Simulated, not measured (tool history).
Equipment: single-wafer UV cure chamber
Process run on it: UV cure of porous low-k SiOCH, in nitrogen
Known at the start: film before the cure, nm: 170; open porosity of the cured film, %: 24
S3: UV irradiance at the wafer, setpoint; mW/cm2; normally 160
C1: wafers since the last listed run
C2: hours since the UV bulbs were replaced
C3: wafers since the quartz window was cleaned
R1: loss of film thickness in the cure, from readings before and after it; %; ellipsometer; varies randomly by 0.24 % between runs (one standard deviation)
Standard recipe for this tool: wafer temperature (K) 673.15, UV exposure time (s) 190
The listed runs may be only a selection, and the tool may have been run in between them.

run 1 hour=0.0 | wafer_temperature_(K)=679.15 UV_exposure_time_(s)=190 S3=160 | C1=0 C2=441.2 C3=527 | R1=14.809
run 2 hour=40.2 | wafer_temperature_(K)=673.15 UV_exposure_time_(s)=190 S3=160 | C1=289 C2=481.4 C3=816 | R1=14.220
run 3 hour=80.8 | wafer_temperature_(K)=673.15 UV_exposure_time_(s)=190 S3=160 | C1=292 C2=522.0 C3=1108 | R1=14.277
run 4 hour=130.9 | wafer_temperature_(K)=673.15 UV_exposure_time_(s)=190 S3=160 | C1=360 C2=572.1 C3=1469 | R1=14.339
run 5 hour=173.1 | wafer_temperature_(K)=673.15 UV_exposure_time_(s)=190 S3=180 | C1=303 C2=614.3 C3=1773 | R1=14.551
run 6 hour=209.4 | wafer_temperature_(K)=673.15 UV_exposure_time_(s)=220 S3=160 | C1=261 C2=650.6 C3=2034 | R1=14.363
run 7 hour=266.4 | wafer_temperature_(K)=673.15 UV_exposure_time_(s)=220 S3=160 | C1=410 C2=707.6 C3=2444 | R1=13.917
run 8 hour=295.5 | wafer_temperature_(K)=673.15 UV_exposure_time_(s)=190 S3=160 | C1=209 C2=736.7 C3=2653 | R1=13.337
run 9 hour=342.8 | wafer_temperature_(K)=673.15 UV_exposure_time_(s)=190 S3=160 | C1=340 C2=784.0 C3=2994 | R1=13.070
run 10 hour=373.0 | wafer_temperature_(K)=673.15 UV_exposure_time_(s)=190 S3=185 | C1=217 C2=814.2 C3=3211 | R1=13.794
run 11 hour=442.3 | wafer_temperature_(K)=681.15 UV_exposure_time_(s)=250 S3=193 | C1=498 C2=883.5 C3=3710 | R1=14.675
run 12 hour=477.4 | wafer_temperature_(K)=653.15 UV_exposure_time_(s)=100 S3=147 | C1=252 C2=918.6 C3=3962 | R1=8.589
run 13 hour=523.4 | wafer_temperature_(K)=673.15 UV_exposure_time_(s)=190 S3=160 | C1=331 C2=964.6 C3=4293 | R1=12.250
-- hour=550.9 quartz window cleaned
-- hour=569.0 UV bulbs replaced
run 14 hour=578.2 | wafer_temperature_(K)=687.15 UV_exposure_time_(s)=255 S3=180 | C1=279 C2=9.2 C3=138 | R1=17.615
run 15 hour=643.0 | wafer_temperature_(K)=673.15 UV_exposure_time_(s)=190 S3=175 | C1=466 C2=74.0 C3=604 | R1=15.494
run 16 hour=686.9 | wafer_temperature_(K)=679.15 UV_exposure_time_(s)=190 S3=177 | C1=315 C2=117.9 C3=920 | R1=15.492
run 17 hour=738.1 | wafer_temperature_(K)=684.15 UV_exposure_time_(s)=240 S3=184 | C1=368 C2=169.1 C3=1289 | R1=17.284
run 18 hour=780.9 | wafer_temperature_(K)=673.15 UV_exposure_time_(s)=190 S3=160 | C1=307 C2=211.9 C3=1597 | R1=14.442
run 19 hour=811.6 | wafer_temperature_(K)=663.15 UV_exposure_time_(s)=80 S3=139 | C1=220 C2=242.6 C3=1818 | R1=9.288
run 20 hour=873.9 | wafer_temperature_(K)=673.15 UV_exposure_time_(s)=255 S3=160 | C1=448 C2=304.9 C3=2266 | R1=15.567
run 21 hour=918.6 | wafer_temperature_(K)=673.15 UV_exposure_time_(s)=190 S3=149 | C1=321 C2=349.6 C3=2588 | R1=13.709

Selected run-to-run steps in R1, each split into two signed amounts: the part the tool would show with no hidden state at all (from settings, incoming material and random variation), and the remainder, which goes to the hidden state together with any gauge scatter not common to the measured and the hidden-state-free results:
Hidden conditions of the tool in this case: lamp output below its setpoint, %; transmission lost against a clean window, %.
Run 11 -> 12: wafer temperature (K) 681.15 -> 653.15, UV exposure time (s) 250 -> 100, S3 193 -> 147. R1 -6.086 %: hidden state -0.007, all else -6.079.
Run 12 -> 13: wafer temperature (K) 653.15 -> 673.15, UV exposure time (s) 100 -> 190, S3 147 -> 160. R1 +3.661 %: hidden state -0.622, all else +4.283.
Run 13 -> 14: wafer temperature (K) 673.15 -> 687.15, UV exposure time (s) 190 -> 255, S3 160 -> 180, quartz window cleaned, UV bulbs replaced. R1 +5.365 %: hidden state +3.295, all else +2.070.
Run 19 -> 20: wafer temperature (K) 663.15 -> 673.15, UV exposure time (s) 80 -> 255, S3 139 -> 160. R1 +6.279 %: hidden state -0.282, all else +6.561.
